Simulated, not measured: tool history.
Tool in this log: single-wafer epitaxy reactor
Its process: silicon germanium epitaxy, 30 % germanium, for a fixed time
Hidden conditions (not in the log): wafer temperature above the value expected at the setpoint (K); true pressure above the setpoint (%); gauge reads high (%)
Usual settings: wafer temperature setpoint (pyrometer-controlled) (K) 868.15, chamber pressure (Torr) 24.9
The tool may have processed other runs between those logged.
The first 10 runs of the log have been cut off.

run,hour,wafer temperature setpoint (pyrometer-controlled) (K),chamber pressure (Torr),wafers since the last listed run,hours since the last pyrometer calibration,hours since the last manometer calibration,hours since the showerhead was replaced,hours since the gauge calibration,"read-back reference wafer on the same gauge, thickness_nm",mean film thickness on the monitor wafer (nm)
11,915.4,868.15,24.9,788,1578.9,119.2,1676.8,261.2,62.583,54.510
12,1000.4,868.15,21.7,885,1663.9,204.2,1761.8,346.2,62.666,50.969
13,1104.9,868.15,21.7,1088,1768.4,308.7,1866.3,450.7,62.570,50.785
14,1181.2,868.15,26.9,794,1844.7,385.0,1942.6,527.0,62.608,56.203
# hour 1208.5: pyrometer calibrated
15,1235.0,868.15,26.9,477,26.5,438.8,1996.4,580.8,62.531,57.328
16,1314.1,868.15,26.9,823,105.6,517.9,2075.5,659.9,62.595,57.292
17,1381.9,868.15,24.9,706,173.4,585.7,2143.3,727.7,62.596,54.902
18,1437.0,863.15,27.9,573,228.5,640.8,2198.4,782.8,62.559,52.266
19,1535.5,883.15,29.5,1025,327.0,739.3,2296.9,881.3,62.585,81.058
# hour 1565.6: showerhead replaced, of another model than before
20,1575.0,859.15,22.6,328,366.5,778.8,9.4,920.8,62.631,43.467
# hour 1600.9: capacitance manometer re-zeroed and calibrated
21,1625.6,864.15,20.3,443,417.1,24.7,60.0,971.4,62.559,46.498
22,1691.8,875.15,24.9,689,483.3,90.9,126.2,1037.6,62.649,63.395
23,1796.7,855.15,22.6,1092,588.2,195.8,231.1,1142.5,62.635,40.011
24,1872.2,859.15,23.0,786,663.7,271.3,306.6,1218.0,62.576,43.676
25,1958.1,855.15,28.0,894,749.6,357.2,392.5,1303.9,62.585,43.109
26,2004.6,883.15,20.7,484,796.1,403.7,439.0,1350.4,62.573,69.262
27,2047.3,878.15,27.6,444,838.8,446.4,481.7,1393.1,62.649,69.905
28,2120.7,855.15,20.9,764,912.2,519.8,555.1,1466.5,62.591,38.542
29,2175.6,868.15,24.9,571,967.1,574.7,610.0,1521.4,62.575,54.461
30,2265.0,872.15,27.5,931,1056.5,664.1,699.4,1610.8,62.532,61.861
31,2324.4,855.15,24.9,618,1115.9,723.5,758.8,1670.2,62.629,41.274

The next listed run, before its measurement:
32,2397.7,878.15,20.3,763,1189.2,796.8,832.1,1743.5,?,?

Run 32 gave read-back reference wafer on the same gauge, thickness_nm 62.663, mean film thickness on the monitor wafer (nm) 61.953.
With the hidden condition absent and the run-to-run variation left alone, this run would have shown mean film thickness on the monitor wafer (nm) 62.645.
